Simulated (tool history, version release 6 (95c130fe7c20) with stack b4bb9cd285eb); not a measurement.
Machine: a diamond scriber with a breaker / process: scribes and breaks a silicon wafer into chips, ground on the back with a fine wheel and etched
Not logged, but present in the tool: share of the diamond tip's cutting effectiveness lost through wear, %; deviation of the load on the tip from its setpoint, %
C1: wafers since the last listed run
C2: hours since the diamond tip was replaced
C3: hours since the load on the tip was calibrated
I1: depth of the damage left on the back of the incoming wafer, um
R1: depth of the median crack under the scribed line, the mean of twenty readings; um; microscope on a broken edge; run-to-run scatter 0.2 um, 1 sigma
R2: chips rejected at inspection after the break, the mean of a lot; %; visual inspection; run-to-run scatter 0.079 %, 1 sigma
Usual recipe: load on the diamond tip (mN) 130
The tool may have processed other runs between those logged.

{"run": 1, "hour": 0.0, "load on the diamond tip (mN)": 130, "C1": 0, "C2": 182.9, "C3": 472.0, "I1": 0.48, "R1": 12.46, "R2": 1.2}
{"run": 2, "hour": 14.5, "load on the diamond tip (mN)": 130, "C1": 32, "C2": 197.4, "C3": 486.5, "I1": 0.55, "R1": 12.23, "R2": 1.13}
{"run": 3, "hour": 44.6, "load on the diamond tip (mN)": 130, "C1": 67, "C2": 227.5, "C3": 516.6, "I1": 0.38, "R1": 12.13, "R2": 1.53}
{"run": 4, "hour": 73.3, "load on the diamond tip (mN)": 157, "C1": 64, "C2": 256.2, "C3": 545.3, "I1": 0.74, "R1": 13.27, "R2": 1.06}
{"run": 5, "hour": 90.3, "load on the diamond tip (mN)": 157, "C1": 38, "C2": 273.2, "C3": 562.3, "I1": 0.46, "R1": 12.73, "R2": 0.94}
{"run": 6, "hour": 154.9, "load on the diamond tip (mN)": 157, "C1": 145, "C2": 337.8, "C3": 626.9, "I1": 0.66, "R1": 12.51, "R2": 0.98}
{"run": 7, "hour": 170.1, "load on the diamond tip (mN)": 143, "C1": 34, "C2": 353.0, "C3": 642.1, "I1": 0.68, "R1": 11.91, "R2": 1.75}
{"run": 8, "hour": 200.7, "load on the diamond tip (mN)": 143, "C1": 68, "C2": 383.6, "C3": 672.7, "I1": 0.68, "R1": 11.91, "R2": 1.8}
{"run": 9, "hour": 236.3, "load on the diamond tip (mN)": 143, "C1": 80, "C2": 419.2, "C3": 708.3, "I1": 0.47, "R1": 12.01, "R2": 2.15}
{"run": 10, "hour": 256.8, "load on the diamond tip (mN)": 107, "C1": 46, "C2": 439.7, "C3": 728.8, "I1": 0.51, "R1": 10.43, "R2": 6.48}
{"hour": 269.0, "done": "load on the tip recalibrated"}
{"run": 11, "hour": 275.4, "load on the diamond tip (mN)": 130, "C1": 37, "C2": 458.3, "C3": 6.4, "I1": 0.52, "R1": 11.24, "R2": 3.01}
{"run": 12, "hour": 308.1, "load on the diamond tip (mN)": 95, "C1": 73, "C2": 491.0, "C3": 39.1, "I1": 0.4, "R1": 9.7, "R2": 8.5}
{"run": 13, "hour": 341.2, "load on the diamond tip (mN)": 167, "C1": 74, "C2": 524.1, "C3": 72.2, "I1": 0.52, "R1": 11.94, "R2": 1.41}
{"run": 14, "hour": 354.0, "load on the diamond tip (mN)": 159, "C1": 28, "C2": 536.9, "C3": 85.0, "I1": 0.44, "R1": 11.81, "R2": 1.8}
{"run": 15, "hour": 377.9, "load on the diamond tip (mN)": 161, "C1": 53, "C2": 560.8, "C3": 108.9, "I1": 0.57, "R1": 11.73, "R2": 2.08}
{"run": 16, "hour": 400.7, "load on the diamond tip (mN)": 162, "C1": 51, "C2": 583.6, "C3": 131.7, "I1": 0.78, "R1": 11.61, "R2": 2.19}

What will run 17 give?
{"run": 17, "hour": 416.3, "load on the diamond tip (mN)": 169, "C1": 35, "C2": 599.2, "C3": 147.3, "I1": 0.46, "R1": "?", "R2": "?"}

Run 17 produced R1 11.84 um, R2 1.74 %.
Without the tool's hidden state the same run would have given R1 14.48 um, R2 2.41 %.

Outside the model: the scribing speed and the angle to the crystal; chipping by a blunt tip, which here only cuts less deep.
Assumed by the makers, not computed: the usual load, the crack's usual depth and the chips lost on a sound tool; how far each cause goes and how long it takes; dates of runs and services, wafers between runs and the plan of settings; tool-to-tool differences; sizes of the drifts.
